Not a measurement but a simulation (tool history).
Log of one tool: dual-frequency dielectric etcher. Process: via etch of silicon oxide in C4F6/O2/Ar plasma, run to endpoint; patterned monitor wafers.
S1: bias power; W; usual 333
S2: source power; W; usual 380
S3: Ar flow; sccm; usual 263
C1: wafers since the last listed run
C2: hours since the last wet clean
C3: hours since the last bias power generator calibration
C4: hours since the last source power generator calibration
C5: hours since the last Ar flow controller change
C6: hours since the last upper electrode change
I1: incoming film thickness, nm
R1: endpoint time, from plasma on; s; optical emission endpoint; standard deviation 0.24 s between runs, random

run 1 hour=0 | S1=384 S2=380 S3=263 | C1=0 C2=72 C3=322.1 C4=448.7 C5=2632 C6=4563.7 | I1=186.9 | R1=45.4
run 2 hour=79.5 | S1=384 S2=380 S3=263 | C1=970 C2=151.5 C3=401.6 C4=528.2 C5=2711.5 C6=4643.2 | I1=187 | R1=45.6
run 3 hour=153.3 | S1=333 S2=380 S3=263 | C1=900 C2=225.3 C3=475.4 C4=602 C5=2785.3 C6=4717 | I1=186.9 | R1=47.5
run 4 hour=200.7 | S1=333 S2=380 S3=263 | C1=578 C2=272.7 C3=522.8 C4=649.4 C5=2832.7 C6=4764.4 | I1=187.8 | R1=48
run 5 hour=300.9 | S1=333 S2=380 S3=263 | C1=1222 C2=372.9 C3=623 C4=749.6 C5=2932.9 C6=4864.6 | I1=188.9 | R1=47.7
run 6 hour=405 | S1=333 S2=380 S3=263 | C1=1270 C2=477 C3=727.1 C4=853.7 C5=3037 C6=4968.7 | I1=188.5 | R1=48.1
run 7 hour=482.3 | S1=333 S2=380 S3=263 | C1=943 C2=554.3 C3=804.4 C4=931 C5=3114.3 C6=5046 | I1=188 | R1=48
-- hour=567.9 wet clean of the chamber
run 8 hour=578.8 | S1=333 S2=380 S3=216 | C1=884 C2=10.9 C3=900.9 C4=1027.5 C5=3210.8 C6=5142.5 | I1=184.4 | R1=46.1
run 9 hour=619 | S1=333 S2=380 S3=216 | C1=490 C2=51.1 C3=941.1 C4=1067.7 C5=3251 C6=5182.7 | I1=185.7 | R1=46.5
run 10 hour=665.5 | S1=333 S2=380 S3=263 | C1=567 C2=97.6 C3=987.6 C4=1114.2 C5=3297.5 C6=5229.2 | I1=186.8 | R1=47.6
run 11 hour=731.2 | S1=384 S2=380 S3=287 | C1=801 C2=163.3 C3=1053.3 C4=1179.9 C5=3363.2 C6=5294.9 | I1=189.3 | R1=46.5
run 12 hour=829.6 | S1=333 S2=410 S3=263 | C1=1200 C2=261.7 C3=1151.7 C4=1278.3 C5=3461.6 C6=5393.3 | I1=185.7 | R1=46.4
run 13 hour=867.7 | S1=333 S2=380 S3=292 | C1=464 C2=299.8 C3=1189.8 C4=1316.4 C5=3499.7 C6=5431.4 | I1=188.2 | R1=48.6
-- hour=922.1 Ar flow controller replaced
run 14 hour=945.4 | S1=333 S2=450 S3=263 | C1=874 C2=377.5 C3=1267.5 C4=1394.1 C5=23.3 C6=5509.1 | I1=186.9 | R1=45.7
run 15 hour=986.2 | S1=333 S2=380 S3=263 | C1=497 C2=418.3 C3=1308.3 C4=1434.9 C5=64.1 C6=5549.9 | I1=186.9 | R1=47.8
run 16 hour=1072.5 | S1=333 S2=280 S3=263 | C1=1053 C2=504.6 C3=1394.6 C4=1521.2 C5=150.4 C6=5636.2 | I1=188.8 | R1=52.1
-- hour=1114.6 wet clean of the chamber
-- hour=1119 upper electrode replaced
run 17 hour=1176 | S1=333 S2=380 S3=317 | C1=916 C2=61.4 C3=1498.1 C4=1624.7 C5=253.9 C6=57 | I1=187.8 | R1=48.9
-- hour=1376.2 bias power generator calibrated
run 18 hour=1410.4 | S1=333 S2=350 S3=228 | C1=2811 C2=295.8 C3=34.2 C4=1859.1 C5=488.3 C6=291.4 | I1=188 | R1=47.9
run 19 hour=1451 | S1=379 S2=460 S3=263 | C1=495 C2=336.4 C3=74.8 C4=1899.7 C5=528.9 C6=332 | I1=188.4 | R1=43.8
run 20 hour=1519.1 | S1=333 S2=380 S3=263 | C1=831 C2=404.5 C3=142.9 C4=1967.8 C5=597 C6=400.1 | I1=189 | R1=48.4
run 21 hour=1564.8 | S1=283 S2=450 S3=215 | C1=557 C2=450.2 C3=188.6 C4=2013.5 C5=642.7 C6=445.8 | I1=188.3 | R1=48
run 22 hour=1668.1 | S1=400 S2=440 S3=263 | C1=1260 C2=553.5 C3=291.9 C4=2116.8 C5=746 C6=549.1 | I1=187.9 | R1=43.2
-- hour=1700.3 source power generator calibrated
-- hour=1809.9 wet clean of the chamber
run 23 hour=1920.5 | S1=304 S2=380 S3=235 | C1=2738 C2=110.6 C3=544.3 C4=220.2 C5=998.4 C6=801.5 | I1=188.3 | R1=48.9
run 24 hour=1961.6 | S1=415 S2=470 S3=328 | C1=501 C2=151.7 C3=585.4 C4=261.3 C5=1039.5 C6=842.6 | I1=189.2 | R1=43.6
run 25 hour=2056.2 | S1=415 S2=470 S3=328 | C1=1154 C2=246.3 C3=680 C4=355.9 C5=1134.1 C6=937.2 | I1=188.3 | R1=43.5
run 26 hour=2157.9 | S1=333 S2=380 S3=263 | C1=1241 C2=348 C3=781.7 C4=457.6 C5=1235.8 C6=1038.9 | I1=186.2 | R1=47.4
run 27 hour=2199.1 | S1=333 S2=380 S3=263 | C1=502 C2=389.2 C3=822.9 C4=498.8 C5=1277 C6=1080.1 | I1=188.3 | R1=48.1
run 28 hour=2370.8 | S1=333 S2=380 S3=310 | C1=2095 C2=560.9 C3=994.6 C4=670.5 C5=1448.7 C6=1251.8 | I1=185.8 | R1=48

Consider 5 possible next runs. They are alternatives, not a sequence: every one starts from the tool as it was left by run 28. What does each give?
run A hour=2371.2 | S1=333 S2=380 S3=263 | C1=4 C2=561.3 C3=995 C4=670.9 C5=1449.1 C6=1252.2 | I1=186.6 | R1=?
run B hour=2371.2 | S1=288 S2=470 S3=263 | C1=4 C2=561.3 C3=995 C4=670.9 C5=1449.1 C6=1252.2 | I1=186.6 | R1=?
run C hour=2371.2 | S1=393 S2=410 S3=263 | C1=4 C2=561.3 C3=995 C4=670.9 C5=1449.1 C6=1252.2 | I1=186.6 | R1=?
run D hour=2371.2 | S1=404 S2=380 S3=263 | C1=4 C2=561.3 C3=995 C4=670.9 C5=1449.1 C6=1252.2 | I1=186.6 | R1=?
run E hour=2371.2 | S1=306 S2=430 S3=305 | C1=4 C2=561.3 C3=995 C4=670.9 C5=1449.1 C6=1252.2 | I1=186.6 | R1=?

run=A R1=47.8
run=B R1=47.6
run=C R1=44.3
run=D R1=44.6
run=E R1=48.5
The same runs, with their run-to-run variation unchanged, on a tool lacking any hidden condition would have given:
run=A R1=47.8
run=B R1=47.6
run=C R1=44.3
run=D R1=44.6
run=E R1=48.5

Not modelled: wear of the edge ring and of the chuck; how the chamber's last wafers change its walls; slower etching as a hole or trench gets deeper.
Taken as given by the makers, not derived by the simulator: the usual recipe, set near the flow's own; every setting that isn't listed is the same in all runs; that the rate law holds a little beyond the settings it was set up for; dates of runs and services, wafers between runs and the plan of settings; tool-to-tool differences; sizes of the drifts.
